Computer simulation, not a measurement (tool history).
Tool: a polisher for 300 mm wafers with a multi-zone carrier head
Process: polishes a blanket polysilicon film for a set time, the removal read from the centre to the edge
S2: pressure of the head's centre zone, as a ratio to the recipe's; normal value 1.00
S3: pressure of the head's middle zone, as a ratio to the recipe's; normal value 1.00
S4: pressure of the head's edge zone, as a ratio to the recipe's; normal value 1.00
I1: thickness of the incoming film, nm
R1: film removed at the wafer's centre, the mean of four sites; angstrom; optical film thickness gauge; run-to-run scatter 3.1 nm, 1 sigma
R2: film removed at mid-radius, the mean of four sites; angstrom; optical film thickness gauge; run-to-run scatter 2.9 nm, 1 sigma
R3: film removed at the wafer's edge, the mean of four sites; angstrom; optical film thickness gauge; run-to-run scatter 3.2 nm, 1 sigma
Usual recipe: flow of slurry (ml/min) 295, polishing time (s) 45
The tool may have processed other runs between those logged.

run 1 hour=0.0 | flow_of_slurry_(ml/min)=250 S2=1.00 S3=1.00 S4=1.00 polishing_time_(s)=45 | I1=2106.3 | R1=3192 R2=3406 R3=3511
run 2 hour=25.1 | flow_of_slurry_(ml/min)=295 S2=1.00 S3=1.00 S4=1.00 polishing_time_(s)=45 | I1=2104.1 | R1=3430 R2=3672 R3=3799
run 3 hour=55.3 | flow_of_slurry_(ml/min)=295 S2=1.00 S3=1.00 S4=1.00 polishing_time_(s)=45 | I1=2077.9 | R1=3439 R2=3708 R3=3833
run 4 hour=85.3 | flow_of_slurry_(ml/min)=295 S2=1.00 S3=1.00 S4=1.00 polishing_time_(s)=45 | I1=2109.0 | R1=3399 R2=3642 R3=3785
run 5 hour=110.0 | flow_of_slurry_(ml/min)=295 S2=1.00 S3=1.00 S4=0.90 polishing_time_(s)=45 | I1=2043.2 | R1=3397 R2=3632 R3=3551
run 6 hour=129.3 | flow_of_slurry_(ml/min)=195 S2=1.11 S3=1.06 S4=1.00 polishing_time_(s)=45 | I1=2073.5 | R1=3502 R2=3608 R3=3549
run 7 hour=158.7 | flow_of_slurry_(ml/min)=210 S2=1.00 S3=0.97 S4=1.00 polishing_time_(s)=45 | I1=2103.6 | R1=3116 R2=3272 R3=3482
run 8 hour=171.0 | flow_of_slurry_(ml/min)=295 S2=1.00 S3=1.00 S4=1.00 polishing_time_(s)=45 | I1=2068.4 | R1=3146 R2=3383 R3=3577
run 9 hour=202.3 | flow_of_slurry_(ml/min)=360 S2=0.92 S3=1.10 S4=1.04 polishing_time_(s)=45 | I1=2086.0 | R1=3116 R2=4086 R3=3938
run 10 hour=234.8 | flow_of_slurry_(ml/min)=295 S2=1.00 S3=1.00 S4=1.00 polishing_time_(s)=56 | I1=2125.5 | R1=4190 R2=4577 R3=4800
run 11 hour=262.2 | flow_of_slurry_(ml/min)=260 S2=1.00 S3=1.00 S4=1.00 polishing_time_(s)=45 | I1=2075.2 | R1=3776 R2=3633 R3=3799
run 12 hour=283.8 | flow_of_slurry_(ml/min)=235 S2=1.00 S3=1.00 S4=0.91 polishing_time_(s)=36 | I1=2055.1 | R1=2966 R2=2850 R3=2841
run 13 hour=315.1 | flow_of_slurry_(ml/min)=295 S2=1.00 S3=1.00 S4=1.00 polishing_time_(s)=45 | I1=2079.6 | R1=3653 R2=3546 R3=3678
run 14 hour=334.3 | flow_of_slurry_(ml/min)=385 S2=1.05 S3=1.00 S4=0.94 polishing_time_(s)=45 | I1=2105.3 | R1=3857 R2=3590 R3=3526
run 15 hour=353.9 | flow_of_slurry_(ml/min)=295 S2=0.90 S3=1.05 S4=1.00 polishing_time_(s)=58 | I1=2084.5 | R1=4132 R2=4621 R3=4628
run 16 hour=386.3 | flow_of_slurry_(ml/min)=295 S2=1.00 S3=1.09 S4=1.00 polishing_time_(s)=45 | I1=2075.5 | R1=3461 R2=3530 R3=3386
run 17 hour=422.2 | flow_of_slurry_(ml/min)=390 S2=1.00 S3=1.00 S4=1.00 polishing_time_(s)=45 | I1=2089.3 | R1=3883 R2=3798 R3=3895
run 18 hour=444.1 | flow_of_slurry_(ml/min)=295 S2=1.00 S3=1.00 S4=0.97 polishing_time_(s)=45 | I1=2081.3 | R1=3814 R2=3630 R3=3719
run 19 hour=473.2 | flow_of_slurry_(ml/min)=295 S2=1.00 S3=1.00 S4=1.00 polishing_time_(s)=45 | I1=2058.7 | R1=3793 R2=3676 R3=3753
run 20 hour=504.4 | flow_of_slurry_(ml/min)=295 S2=1.00 S3=1.00 S4=1.06 polishing_time_(s)=45 | I1=2082.0 | R1=3665 R2=3605 R3=3811
run 21 hour=521.0 | flow_of_slurry_(ml/min)=295 S2=0.94 S3=0.94 S4=1.09 polishing_time_(s)=45 | I1=2113.8 | R1=3441 R2=3363 R3=3848

Removed from this log: 6 entries logged between the listed runs. Between which two listed runs does each belong, and how does the tool's hidden state at the listed run before it compare with that at the listed run after it?
Runs 1 to 2: worn pad replaced by a new one (hour 21.5)
  removal rate lost through wear of the pad, %: 7.51 -> 0.325; deviation of the centre zone's pressure from its setpoint, %: -8.23 -> -8.67
  what was measured, less what the result would be without the hidden state, R1: -571 -> -341 angstrom; R2: -274 -> -11 angstrom; R3: -285 -> -13 angstrom
Runs 3 to 4: carrier head's membrane replaced by a new one (hour 82.4)
  removal rate lost through wear of the pad, %: 0.677 -> 1.59; deviation of the centre zone's pressure from its setpoint, %: -9.21 -> -9.77
  what was measured, less what the result would be without the hidden state, R1: -378 -> -432 angstrom; R2: -24 -> -57 angstrom; R3: -26 -> -61 angstrom
Runs 8 to 9: worn pad replaced by a new one (hour 201.1)
  removal rate lost through wear of the pad, %: 7.3 -> 0.163; deviation of the centre zone's pressure from its setpoint, %: -11.4 -> -12.1
  what was measured, less what the result would be without the hidden state, R1: -689 -> -440 angstrom; R2: -264 -> -4 angstrom; R3: -281 -> -7 angstrom
Runs 10 to 11: centre zone pressure recalibrated (hour 261.7)
  removal rate lost through wear of the pad, %: 0.518 -> 1.33; deviation of the centre zone's pressure from its setpoint, %: -12.7 -> 0.224
  what was measured, less what the result would be without the hidden state, R1: -642 -> -42 angstrom; R2: -21 -> -49 angstrom; R3: -25 -> -51 angstrom
Runs 15 to 16: slurry nozzle cleaned (hour 369.6)
  removal rate lost through wear of the pad, %: 7.45 -> 10.9; deviation of the centre zone's pressure from its setpoint, %: 0.154 -> 0.0967
  what was measured, less what the result would be without the hidden state, R1: -326 -> -418 angstrom; R2: -372 -> -431 angstrom; R3: -373 -> -413 angstrom
Runs 16 to 17: worn pad replaced by a new one (hour 406.5)
  removal rate lost through wear of the pad, %: 10.9 -> 0.773; deviation of the centre zone's pressure from its setpoint, %: 0.0967 -> 0.013
  what was measured, less what the result would be without the hidden state, R1: -418 -> -30 angstrom; R2: -431 -> -29 angstrom; R3: -413 -> -30 angstrom
